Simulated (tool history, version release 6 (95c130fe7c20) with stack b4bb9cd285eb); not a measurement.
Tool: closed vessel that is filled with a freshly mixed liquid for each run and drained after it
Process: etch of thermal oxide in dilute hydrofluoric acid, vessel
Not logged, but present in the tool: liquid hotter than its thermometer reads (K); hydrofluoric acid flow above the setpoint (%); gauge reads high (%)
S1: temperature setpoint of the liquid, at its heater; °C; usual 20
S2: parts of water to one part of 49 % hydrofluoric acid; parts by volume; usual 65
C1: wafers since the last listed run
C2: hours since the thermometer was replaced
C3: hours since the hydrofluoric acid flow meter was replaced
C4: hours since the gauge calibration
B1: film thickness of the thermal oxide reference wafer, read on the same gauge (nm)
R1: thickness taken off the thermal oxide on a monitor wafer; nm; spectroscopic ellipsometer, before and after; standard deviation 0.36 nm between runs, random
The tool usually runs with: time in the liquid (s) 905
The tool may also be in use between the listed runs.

run 1 hour=0 | S1=20 S2=45 time_in_the_liquid_(s)=905 | C1=0 C2=887.1 C3=1000 C4=234.7 | B1=60.02 | R1=92.72
run 2 hour=8.6 | S1=20 S2=45 time_in_the_liquid_(s)=905 | C1=436 C2=895.7 C3=1008.6 C4=243.3 | B1=60.01 | R1=92.66
-- hour=13.4 gauge calibrated
run 3 hour=17.9 | S1=20 S2=80 time_in_the_liquid_(s)=905 | C1=472 C2=905 C3=1017.9 C4=4.5 | B1=59.97 | R1=50.26
run 4 hour=26.2 | S1=20 S2=65 time_in_the_liquid_(s)=500 | C1=421 C2=913.3 C3=1026.2 C4=12.8 | B1=59.98 | R1=34.39
run 5 hour=36.2 | S1=20 S2=65 time_in_the_liquid_(s)=905 | C1=507 C2=923.3 C3=1036.2 C4=22.8 | B1=60 | R1=63.05
run 6 hour=80.3 | S1=20 S2=65 time_in_the_liquid_(s)=905 | C1=2240 C2=967.4 C3=1080.3 C4=66.9 | B1=59.99 | R1=63.57
run 7 hour=94.8 | S1=20 S2=65 time_in_the_liquid_(s)=905 | C1=736 C2=981.9 C3=1094.8 C4=81.4 | B1=59.98 | R1=64.46
run 8 hour=112.7 | S1=20 S2=65 time_in_the_liquid_(s)=640 | C1=909 C2=999.8 C3=1112.7 C4=99.3 | B1=60.03 | R1=45.42
-- hour=115.3 hydrofluoric acid flow meter replaced
run 9 hour=124.2 | S1=20 S2=65 time_in_the_liquid_(s)=640 | C1=533 C2=1011.3 C3=8.9 C4=110.8 | B1=59.97 | R1=38.81
run 10 hour=141.8 | S1=20 S2=65 time_in_the_liquid_(s)=905 | C1=894 C2=1028.9 C3=26.5 C4=128.4 | B1=60.01 | R1=55.9
run 11 hour=157.1 | S1=20 S2=50 time_in_the_liquid_(s)=905 | C1=777 C2=1044.2 C3=41.8 C4=143.7 | B1=59.99 | R1=74.62
run 12 hour=164.2 | S1=20 S2=50 time_in_the_liquid_(s)=905 | C1=360 C2=1051.3 C3=48.9 C4=150.8 | B1=59.99 | R1=74.22
run 13 hour=180.5 | S1=20 S2=65 time_in_the_liquid_(s)=905 | C1=828 C2=1067.6 C3=65.2 C4=167.1 | B1=60 | R1=55.84
run 14 hour=189.8 | S1=17 S2=55 time_in_the_liquid_(s)=905 | C1=472 C2=1076.9 C3=74.5 C4=176.4 | B1=60.02 | R1=58.94
run 15 hour=202.5 | S1=23 S2=65 time_in_the_liquid_(s)=905 | C1=645 C2=1089.6 C3=87.2 C4=189.1 | B1=60.03 | R1=63.23
run 16 hour=208.6 | S1=20 S2=65 time_in_the_liquid_(s)=905 | C1=309 C2=1095.7 C3=93.3 C4=195.2 | B1=59.99 | R1=56.57
run 17 hour=217.4 | S1=20 S2=65 time_in_the_liquid_(s)=905 | C1=447 C2=1104.5 C3=102.1 C4=204 | B1=60.06 | R1=56.55
run 18 hour=231.6 | S1=20 S2=65 time_in_the_liquid_(s)=905 | C1=721 C2=1118.7 C3=116.3 C4=218.2 | B1=59.99 | R1=55.88
-- hour=233.5 gauge calibrated
-- hour=239.9 thermometer replaced
run 19 hour=248.3 | S1=22.5 S2=65 time_in_the_liquid_(s)=1440 | C1=797 C2=8.4 C3=133 C4=14.8 | B1=60.02 | R1=99.69
run 20 hour=254.4 | S1=20 S2=50 time_in_the_liquid_(s)=745 | C1=309 C2=14.5 C3=139.1 C4=20.9 | B1=59.99 | R1=62.17
run 21 hour=272.2 | S1=20 S2=45 time_in_the_liquid_(s)=760 | C1=904 C2=32.3 C3=156.9 C4=38.7 | B1=60.02 | R1=70.17
run 22 hour=287.3 | S1=22.5 S2=75 time_in_the_liquid_(s)=1090 | C1=767 C2=47.4 C3=172 C4=53.8 | B1=60.01 | R1=64.64
run 23 hour=294.4 | S1=20 S2=65 time_in_the_liquid_(s)=905 | C1=360 C2=54.5 C3=179.1 C4=60.9 | B1=60.01 | R1=56.41
run 24 hour=311.9 | S1=20 S2=45 time_in_the_liquid_(s)=725 | C1=888 C2=72 C3=196.6 C4=78.4 | B1=60.05 | R1=66.94
run 25 hour=322.5 | S1=20 S2=95 time_in_the_liquid_(s)=1325 | C1=538 C2=82.6 C3=207.2 C4=89 | B1=60 | R1=54.91
run 26 hour=329.1 | S1=20 S2=65 time_in_the_liquid_(s)=905 | C1=335 C2=89.2 C3=213.8 C4=95.6 | B1=60.01 | R1=57.62
run 27 hour=337 | S1=20 S2=95 time_in_the_liquid_(s)=905 | C1=401 C2=97.1 C3=221.7 C4=103.5 | B1=60.02 | R1=37.48

Some steps in R1 between neighbouring runs. How much of each would the tool show without its hidden state too (settings, what came in, random variation), and how much is left for the hidden state, with any gauge scatter that isn't in both results?
Run 2 -> 3: S2 45 -> 80, gauge calibrated. R1 -42.4 nm: hidden state -4.86, all else -37.54.
Run 8 -> 9: hydrofluoric acid flow meter replaced. R1 -6.61 nm: hidden state -5.87, all else -0.74.
Run 18 -> 19: S1 20 -> 22.5, time in the liquid (s) 905 -> 1440, gauge calibrated, thermometer replaced. R1 +43.81 nm: hidden state +0.94, all else +42.87.
